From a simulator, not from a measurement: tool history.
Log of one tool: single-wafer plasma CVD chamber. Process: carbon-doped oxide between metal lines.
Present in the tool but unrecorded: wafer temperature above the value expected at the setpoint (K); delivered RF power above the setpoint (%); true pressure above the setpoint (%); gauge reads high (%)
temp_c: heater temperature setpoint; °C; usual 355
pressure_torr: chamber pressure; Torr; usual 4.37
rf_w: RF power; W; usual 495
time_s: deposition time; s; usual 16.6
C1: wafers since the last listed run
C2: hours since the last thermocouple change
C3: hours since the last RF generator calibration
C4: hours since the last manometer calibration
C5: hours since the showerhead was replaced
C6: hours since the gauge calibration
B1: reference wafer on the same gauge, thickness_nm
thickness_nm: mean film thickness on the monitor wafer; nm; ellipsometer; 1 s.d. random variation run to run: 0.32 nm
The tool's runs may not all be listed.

run 1 hour=0.0 | temp_c=355 pressure_torr=4.37 rf_w=495 time_s=16.6 | C1=0 C2=85.9 C3=279.0 C4=1490.7 C5=6984.6 C6=2459.5 | B1=85.447 | thickness_nm=82.305
-- hour=57.1 capacitance manometer re-zeroed and calibrated
run 2 hour=94.4 | temp_c=355 pressure_torr=4.37 rf_w=495 time_s=16.6 | C1=2441 C2=180.3 C3=373.4 C4=37.3 C5=7079.0 C6=2553.9 | B1=85.501 | thickness_nm=84.199
run 3 hour=169.8 | temp_c=355 pressure_torr=4.37 rf_w=495 time_s=16.6 | C1=2131 C2=255.7 C3=448.8 C4=112.7 C5=7154.4 C6=2629.3 | B1=85.472 | thickness_nm=83.966
run 4 hour=235.9 | temp_c=355 pressure_torr=4.37 rf_w=495 time_s=16.6 | C1=1868 C2=321.8 C3=514.9 C4=178.8 C5=7220.5 C6=2695.4 | B1=85.488 | thickness_nm=82.881
run 5 hour=326.4 | temp_c=355 pressure_torr=4.37 rf_w=495 time_s=16.6 | C1=2557 C2=412.3 C3=605.4 C4=269.3 C5=7311.0 C6=2785.9 | B1=85.484 | thickness_nm=82.890
run 6 hour=369.5 | temp_c=355 pressure_torr=4.37 rf_w=460 time_s=16.6 | C1=1218 C2=455.4 C3=648.5 C4=312.4 C5=7354.1 C6=2829.0 | B1=85.496 | thickness_nm=79.548
run 7 hour=463.4 | temp_c=355 pressure_torr=4.37 rf_w=400 time_s=14.8 | C1=2653 C2=549.3 C3=742.4 C4=406.3 C5=7448.0 C6=2922.9 | B1=85.475 | thickness_nm=64.979
run 8 hour=551.8 | temp_c=355 pressure_torr=4.37 rf_w=495 time_s=16.6 | C1=2498 C2=637.7 C3=830.8 C4=494.7 C5=7536.4 C6=3011.3 | B1=85.470 | thickness_nm=82.938
run 9 hour=622.5 | temp_c=355 pressure_torr=4.37 rf_w=495 time_s=16.6 | C1=1998 C2=708.4 C3=901.5 C4=565.4 C5=7607.1 C6=3082.0 | B1=85.499 | thickness_nm=82.211
run 10 hour=715.4 | temp_c=355 pressure_torr=4.37 rf_w=495 time_s=13.9 | C1=2625 C2=801.3 C3=994.4 C4=658.3 C5=7700.0 C6=3174.9 | B1=85.455 | thickness_nm=68.618
-- hour=738.9 RF generator calibrated
run 11 hour=776.9 | temp_c=355 pressure_torr=4.37 rf_w=470 time_s=13.7 | C1=1512 C2=862.8 C3=38.0 C4=719.8 C5=7761.5 C6=3236.4 | B1=85.516 | thickness_nm=66.705
run 12 hour=860.0 | temp_c=351 pressure_torr=5.30 rf_w=495 time_s=16.6 | C1=2348 C2=945.9 C3=121.1 C4=802.9 C5=7844.6 C6=3319.5 | B1=85.506 | thickness_nm=87.219
-- hour=873.1 gauge calibrated
run 13 hour=902.5 | temp_c=355 pressure_torr=4.37 rf_w=560 time_s=16.6 | C1=1201 C2=988.4 C3=163.6 C4=845.4 C5=7887.1 C6=29.4 | B1=85.550 | thickness_nm=88.780
run 14 hour=974.4 | temp_c=344 pressure_torr=4.37 rf_w=495 time_s=17.9 | C1=2032 C2=1060.3 C3=235.5 C4=917.3 C5=7959.0 C6=101.3 | B1=85.558 | thickness_nm=92.152
-- hour=1002.1 thermocouple changed; heater temperature recalibrated
run 15 hour=1049.3 | temp_c=355 pressure_torr=4.98 rf_w=555 time_s=14.5 | C1=1890 C2=47.2 C3=310.4 C4=992.2 C5=8033.9 C6=176.2 | B1=85.475 | thickness_nm=79.370
-- hour=1283.9 showerhead replaced
run 16 hour=1312.0 | temp_c=355 pressure_torr=4.37 rf_w=495 time_s=16.6 | C1=7198 C2=309.9 C3=573.1 C4=1254.9 C5=28.1 C6=438.9 | B1=85.499 | thickness_nm=82.319
-- hour=1353.7 capacitance manometer re-zeroed and calibrated
run 17 hour=1410.5 | temp_c=364 pressure_torr=3.72 rf_w=495 time_s=16.6 | C1=2557 C2=408.4 C3=671.6 C4=56.8 C5=126.6 C6=537.4 | B1=85.508 | thickness_nm=79.174
run 18 hour=1507.6 | temp_c=355 pressure_torr=4.37 rf_w=450 time_s=19.5 | C1=2744 C2=505.5 C3=768.7 C4=153.9 C5=223.7 C6=634.5 | B1=85.539 | thickness_nm=92.715
run 19 hour=1578.1 | temp_c=355 pressure_torr=4.37 rf_w=495 time_s=16.6 | C1=1992 C2=576.0 C3=839.2 C4=224.4 C5=294.2 C6=705.0 | B1=85.490 | thickness_nm=82.815
run 20 hour=1657.9 | temp_c=362 pressure_torr=4.37 rf_w=440 time_s=18.0 | C1=2255 C2=655.8 C3=919.0 C4=304.2 C5=374.0 C6=784.8 | B1=85.543 | thickness_nm=82.372
run 21 hour=1709.6 | temp_c=355 pressure_torr=3.50 rf_w=430 time_s=19.3 | C1=1461 C2=707.5 C3=970.7 C4=355.9 C5=425.7 C6=836.5 | B1=85.505 | thickness_nm=85.306
run 22 hour=1785.2 | temp_c=355 pressure_torr=5.06 rf_w=400 time_s=19.3 | C1=2136 C2=783.1 C3=1046.3 C4=431.5 C5=501.3 C6=912.1 | B1=85.490 | thickness_nm=86.354
-- hour=1795.6 RF generator calibrated
run 23 hour=1857.2 | temp_c=355 pressure_torr=4.37 rf_w=495 time_s=16.6 | C1=1808 C2=855.1 C3=61.6 C4=503.5 C5=573.3 C6=984.1 | B1=85.497 | thickness_nm=84.466
run 24 hour=1964.3 | temp_c=355 pressure_torr=5.07 rf_w=550 time_s=16.6 | C1=3027 C2=962.2 C3=168.7 C4=610.6 C5=680.4 C6=1091.2 | B1=85.508 | thickness_nm=90.413
run 25 hour=2008.7 | temp_c=355 pressure_torr=3.36 rf_w=495 time_s=17.7 | C1=1254 C2=1006.6 C3=213.1 C4=655.0 C5=724.8 C6=1135.6 | B1=85.451 | thickness_nm=84.733
run 26 hour=2112.8 | temp_c=355 pressure_torr=3.32 rf_w=525 time_s=19.0 | C1=2942 C2=1110.7 C3=317.2 C4=759.1 C5=828.9 C6=1239.7 | B1=85.523 | thickness_nm=93.978
run 27 hour=2172.0 | temp_c=355 pressure_torr=5.42 rf_w=495 time_s=16.6 | C1=1673 C2=1169.9 C3=376.4 C4=818.3 C5=888.1 C6=1298.9 | B1=85.563 | thickness_nm=86.059
run 28 hour=2232.7 | temp_c=366 pressure_torr=5.09 rf_w=495 time_s=16.6 | C1=1715 C2=1230.6 C3=437.1 C4=879.0 C5=948.8 C6=1359.6 | B1=85.556 | thickness_nm=82.755

Here are 4 independent what-if runs from the current tool condition. What would each one return?
run A hour=2233.1 | temp_c=355 pressure_torr=4.37 rf_w=495 time_s=16.6 | C1=11 C2=1231.0 C3=437.5 C4=879.4 C5=949.2 C6=1360.0 | B1=? | thickness_nm=?
run B hour=2233.1 | temp_c=355 pressure_torr=4.95 rf_w=460 time_s=13.9 | C1=11 C2=1231.0 C3=437.5 C4=879.4 C5=949.2 C6=1360.0 | B1=? | thickness_nm=?
run C hour=2233.1 | temp_c=355 pressure_torr=5.14 rf_w=495 time_s=14.1 | C1=11 C2=1231.0 C3=437.5 C4=879.4 C5=949.2 C6=1360.0 | B1=? | thickness_nm=?
run D hour=2233.1 | temp_c=355 pressure_torr=5.34 rf_w=495 time_s=15.3 | C1=11 C2=1231.0 C3=437.5 C4=879.4 C5=949.2 C6=1360.0 | B1=? | thickness_nm=?

run=A B1=85.477 thickness_nm=83.062
run=B B1=85.477 thickness_nm=68.500
run=C B1=85.477 thickness_nm=72.837
run=D B1=85.477 thickness_nm=79.465
With no hidden state in the tool, these same runs would have given:
run=A thickness_nm=85.464
run=B thickness_nm=70.560
run=C thickness_nm=74.988
run=D thickness_nm=81.722
